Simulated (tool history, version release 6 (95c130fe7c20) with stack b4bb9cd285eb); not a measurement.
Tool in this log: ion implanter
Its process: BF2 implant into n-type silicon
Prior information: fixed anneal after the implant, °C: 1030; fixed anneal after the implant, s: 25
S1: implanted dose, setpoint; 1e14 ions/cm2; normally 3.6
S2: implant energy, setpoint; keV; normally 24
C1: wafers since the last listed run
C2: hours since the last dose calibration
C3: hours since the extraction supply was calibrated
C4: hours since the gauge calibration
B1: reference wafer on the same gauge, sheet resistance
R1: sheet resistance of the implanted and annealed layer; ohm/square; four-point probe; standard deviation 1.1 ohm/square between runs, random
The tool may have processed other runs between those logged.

Run 1, hour 0: usual settings; C1 0; C2 572; C3 4873.9; C4 841; B1 376.75. Result: R1 324.95 ohm/square.
Run 2, hour 42.7: usual settings; C1 1325; C2 614.7; C3 4916.6; C4 883.7; B1 376.79. Result: R1 326.39 ohm/square.
At hour 96.3: Faraday cup replaced and dose calibrated.
Run 3, hour 119.2: usual settings but S1 4.15 1e14 ions/cm2, S2 28 keV; C1 2126; C2 22.9; C3 4993.1; C4 960.2; B1 376.96. Result: R1 282.94 ohm/square.
Run 4, hour 208.3: usual settings but S1 4.15 1e14 ions/cm2, S2 28 keV; C1 2765; C2 112; C3 5082.2; C4 1049.3; B1 377.2. Result: R1 282.88 ohm/square.
Run 5, hour 269.2: usual settings but S1 4.15 1e14 ions/cm2, S2 28 keV; C1 1890; C2 172.9; C3 5143.1; C4 1110.2; B1 377.26. Result: R1 285.04 ohm/square.
Run 6, hour 483: usual settings; C1 6635; C2 386.7; C3 5356.9; C4 1324; B1 376.84. Result: R1 325.87 ohm/square.
Run 7, hour 521.8: usual settings; C1 1204; C2 425.5; C3 5395.7; C4 1362.8; B1 377.11. Result: R1 325.17 ohm/square.
Run 8, hour 562.8: usual settings; C1 1272; C2 466.5; C3 5436.7; C4 1403.8; B1 376.77. Result: R1 324.38 ohm/square.
At hour 633.5: Faraday cup replaced and dose calibrated.
Run 9, hour 657.5: usual settings; C1 2690; C2 24; C3 5531.4; C4 1498.5; B1 376.74. Result: R1 325.11 ohm/square.
Run 10, hour 703.4: usual settings; C1 1424; C2 69.9; C3 5577.3; C4 1544.4; B1 377.25. Result: R1 324.9 ohm/square.
At hour 779.6: gauge calibrated.
Run 11, hour 783.9: usual settings; C1 2498; C2 150.4; C3 5657.8; C4 4.3; B1 377.23. Result: R1 326.03 ohm/square.
Run 12, hour 849: usual settings; C1 2020; C2 215.5; C3 5722.9; C4 69.4; B1 377.18. Result: R1 325.75 ohm/square.
Run 13, hour 947.6: usual settings but S1 3.16 1e14 ions/cm2; C1 3060; C2 314.1; C3 5821.5; C4 168; B1 376.82. Result: R1 363.17 ohm/square.
Run 14, hour 1028.9: usual settings but S1 3.16 1e14 ions/cm2; C1 2523; C2 395.4; C3 5902.8; C4 249.3; B1 376.99. Result: R1 363.56 ohm/square.
At hour 1039: extraction supply calibrated.
At hour 1187.3: Faraday cup replaced and dose calibrated.
Run 15, hour 1206.8: usual settings but S1 3.16 1e14 ions/cm2; C1 5025; C2 19.5; C3 167.8; C4 427.2; B1 377.03. Result: R1 363.26 ohm/square.
Run 16, hour 1247.3: usual settings but S1 3.18 1e14 ions/cm2, S2 21.5 keV; C1 1257; C2 60; C3 208.3; C4 467.7; B1 377.38. Result: R1 364.88 ohm/square.
Run 17, hour 1291.9: usual settings but S1 4.48 1e14 ions/cm2, S2 18.5 keV; C1 1384; C2 104.6; C3 252.9; C4 512.3; B1 377. Result: R1 280.27 ohm/square.
Run 18, hour 1360.8: usual settings but S1 2.65 1e14 ions/cm2, S2 18 keV; C1 2138; C2 173.5; C3 321.8; C4 581.2; B1 376.98. Result: R1 433.91 ohm/square.
Run 19, hour 1439.7: usual settings but S1 4.09 1e14 ions/cm2, S2 16.5 keV; C1 2448; C2 252.4; C3 400.7; C4 660.1; B1 377.06. Result: R1 305.25 ohm/square.
Run 20, hour 1491.4: usual settings but S1 4.33 1e14 ions/cm2; C1 1604; C2 304.1; C3 452.4; C4 711.8; B1 377.14. Result: R1 278 ohm/square.
Run 21, hour 1531.1: usual settings; C1 1232; C2 343.8; C3 492.1; C4 751.5; B1 376.96. Result: R1 324.61 ohm/square.
Run 22, hour 1618: usual settings but S1 3.22 1e14 ions/cm2, S2 27.5 keV; C1 2697; C2 430.7; C3 579; C4 838.4; B1 376.83. Result: R1 352.51 ohm/square.
Run 23, hour 1717.3: usual settings but S1 4.01 1e14 ions/cm2, S2 32 keV; C1 3082; C2 530; C3 678.3; C4 937.7; B1 377.05. Result: R1 291.31 ohm/square.
Run 24, hour 1785.2: usual settings; C1 2107; C2 597.9; C3 746.2; C4 1005.6; B1 376.95. Result: R1 323.53 ohm/square.
At hour 1854.7: Faraday cup replaced and dose calibrated.
Run 25, hour 1882.2: usual settings but S1 3.15 1e14 ions/cm2, S2 16 keV; C1 2762; C2 27.5; C3 843.2; C4 1102.6; B1 377.32. Result: R1 379.61 ohm/square.
Run 26, hour 1977.8: usual settings; C1 2967; C2 123.1; C3 938.8; C4 1198.2; B1 377.05. Result: R1 326.65 ohm/square.
Run 27, hour 2038.3: usual settings but S1 3.24 1e14 ions/cm2, S2 32.5 keV; C1 1877; C2 183.6; C3 999.3; C4 1258.7; B1 376.75. Result: R1 346.49 ohm/square.
Run 28, hour 2077.5: usual settings; C1 1216; C2 222.8; C3 1038.5; C4 1297.9; B1 377.13. Result: R1 325.66 ohm/square.
Run 29, hour 2123.7: usual settings; C1 1433; C2 269; C3 1084.7; C4 1344.1; B1 376.92. Result: R1 327.22 ohm/square.
Run 30, hour 2198.3: usual settings but S1 2.98 1e14 ions/cm2, S2 32 keV; C1 2315; C2 343.6; C3 1159.3; C4 1418.7; B1 376.94. Result: R1 372.43 ohm/square.
Run 31, hour 2257.3: usual settings; C1 1831; C2 402.6; C3 1218.3; C4 1477.7; B1 377.01. Result: R1 325.7 ohm/square.
At hour 2291.9: gauge calibrated.
Run 32, hour 2326.7: usual settings but S1 4.22 1e14 ions/cm2, S2 18 keV; C1 2154; C2 472; C3 1287.7; C4 34.8; B1 376.84. Result: R1 293.5 ohm/square.
Run 33, hour 2412.1: usual settings; C1 2650; C2 557.4; C3 1373.1; C4 120.2; B1 377.21. Result: R1 324.18 ohm/square.
At hour 2450.4: Faraday cup replaced and dose calibrated.
Run 34, hour 2468.3: usual settings but S1 4.3 1e14 ions/cm2, S2 18 keV; C1 1496; C2 17.9; C3 1429.3; C4 176.4; B1 376.72. Result: R1 289.79 ohm/square.
Run 35, hour 2560.7: usual settings but S1 3.91 1e14 ions/cm2, S2 17.5 keV; C1 2867; C2 110.3; C3 1521.7; C4 268.8; B1 377.01. Result: R1 313.75 ohm/square.
Run 36, hour 2602.2: usual settings but S1 4.61 1e14 ions/cm2, S2 16 keV; C1 1288; C2 151.8; C3 1563.2; C4 310.3; B1 377.09. Result: R1 277.98 ohm/square.

5 ways to go on from here, each from the tool as it stands after run 36. What would each give?
Run A, hour 2602.6: usual settings but S2 26 keV; C1 12; C2 152.2; C3 1563.6; C4 310.7; B1 ?. Result: R1 ?.
Run B, hour 2602.6: usual settings but S2 16.5 keV; C1 12; C2 152.2; C3 1563.6; C4 310.7; B1 ?. Result: R1 ?.
Run C, hour 2602.6: usual settings but S1 4.07 1e14 ions/cm2, S2 28.5 keV; C1 12; C2 152.2; C3 1563.6; C4 310.7; B1 ?. Result: R1 ?.
Run D, hour 2602.6: usual settings but S2 18 keV; C1 12; C2 152.2; C3 1563.6; C4 310.7; B1 ?. Result: R1 ?.
Run E, hour 2602.6: usual settings but S1 4.07 1e14 ions/cm2, S2 18.5 keV; C1 12; C2 152.2; C3 1563.6; C4 310.7; B1 ?. Result: R1 ?.

run      B1      R1
  A  376.83  323.47
  B  376.83  338.92
  C  376.83  288.95
  D  376.83  335.56
  E  376.83  302.36
Without the tool's unlogged condition, the same runs would have read:
run      R1
  A  323.47
  B  338.92
  C  288.95
  D  335.56
  E  302.36
